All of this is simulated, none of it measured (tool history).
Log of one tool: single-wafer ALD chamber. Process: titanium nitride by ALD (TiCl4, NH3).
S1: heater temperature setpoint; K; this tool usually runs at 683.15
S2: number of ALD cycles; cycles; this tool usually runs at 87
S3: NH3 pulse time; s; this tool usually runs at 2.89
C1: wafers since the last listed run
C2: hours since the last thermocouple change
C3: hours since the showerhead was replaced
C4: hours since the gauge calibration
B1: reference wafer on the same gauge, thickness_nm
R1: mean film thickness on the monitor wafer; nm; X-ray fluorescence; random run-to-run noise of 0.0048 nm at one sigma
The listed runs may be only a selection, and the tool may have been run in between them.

run	hour	S1	S2	S3	C1	C2	C3	C4	B1	R1
1	0	683.15	87	2.89	0	1157.2	2680.1	227.5	1.993	1.891
2	13.4	683.15	87	2.89	40	1170.6	2693.5	240.9	1.994	1.891
3	33.8	683.15	87	2.89	61	1191	2713.9	261.3	1.989	1.889
4	55.9	683.15	87	2.89	66	1213.1	2736	283.4	1.989	1.892
5	85.3	683.15	87	2.89	88	1242.5	2765.4	312.8	1.988	1.889
6	112.8	683.15	98	2.89	82	1270	2792.9	340.3	1.985	2.112
7	142	683.15	91	2.89	88	1299.2	2822.1	369.5	1.984	1.977
8	172	683.15	91	2.89	90	1329.2	2852.1	399.5	1.98	1.964
9	185.5	683.15	91	2.89	40	1342.7	2865.6	413	1.98	1.96
10	219.7	692.15	87	3.52	103	1376.9	2899.8	447.2	1.979	1.894
11	249.9	692.15	87	3.52	91	1407.1	2930	477.4	1.976	1.89
# hour 251.2: gauge calibrated
12	275.9	683.15	76	2.89	78	1433.1	2956	24.7	2.007	1.664
13	289.8	683.15	76	2.89	41	1447	2969.9	38.6	2.006	1.66
14	314.9	683.15	87	2.89	75	1472.1	2995	63.7	2.005	1.908
15	337.2	691.15	79	3.96	67	1494.4	3017.3	86	2.003	1.733
16	365.6	672.15	93	2.47	85	1522.8	3045.7	114.4	2.004	2.01
17	395.8	675.15	70	2.89	91	1553	3075.9	144.6	1.999	1.527
# hour 449.2: showerhead replaced
18	450.9	678.15	73	4.01	142	1608.1	1.7	199.7	1.997	1.606
19	480.8	676.15	103	2.89	90	1638	31.6	229.6	1.994	2.241
# hour 489.5: thermocouple changed; heater temperature recalibrated
20	514.7	693.15	76	2.3	78	25.2	65.5	263.5	1.993	1.646
21	538.5	674.15	79	3.26	71	49	89.3	287.3	1.99	1.724
22	562.3	697.15	87	2.89	71	72.8	113.1	311.1	1.99	1.89
23	578.6	687.15	79	3.75	49	89.1	129.4	327.4	1.99	1.728
24	604.6	683.15	87	2.89	78	115.1	155.4	353.4	1.986	1.887
25	638.3	683.15	87	2.89	101	148.8	189.1	387.1	1.984	1.879
26	656.4	683.15	100	1.83	54	166.9	207.2	405.2	1.983	2.13
27	681.5	674.15	99	3.83	75	192	232.3	430.3	1.981	2.147

What if the next run were any one of these 5? Each begins from the tool's condition after run 27:
A	682.1	683.15	87	2.89	1	192.6	232.9	430.9	?	?
B	682.1	671.15	87	2.89	1	192.6	232.9	430.9	?	?
C	682.1	683.15	87	1.79	1	192.6	232.9	430.9	?	?
D	682.1	695.15	87	1.94	1	192.6	232.9	430.9	?	?
E	682.1	697.15	100	2.08	1	192.6	232.9	430.9	?	?

run	B1	R1
A	1.98	1.873
B	1.98	1.866
C	1.98	1.846
D	1.98	1.86
E	1.98	2.143
Without the tool's unlogged condition, the same runs would have read:
run	R1
A	1.901
B	1.894
C	1.874
D	1.888
E	2.175
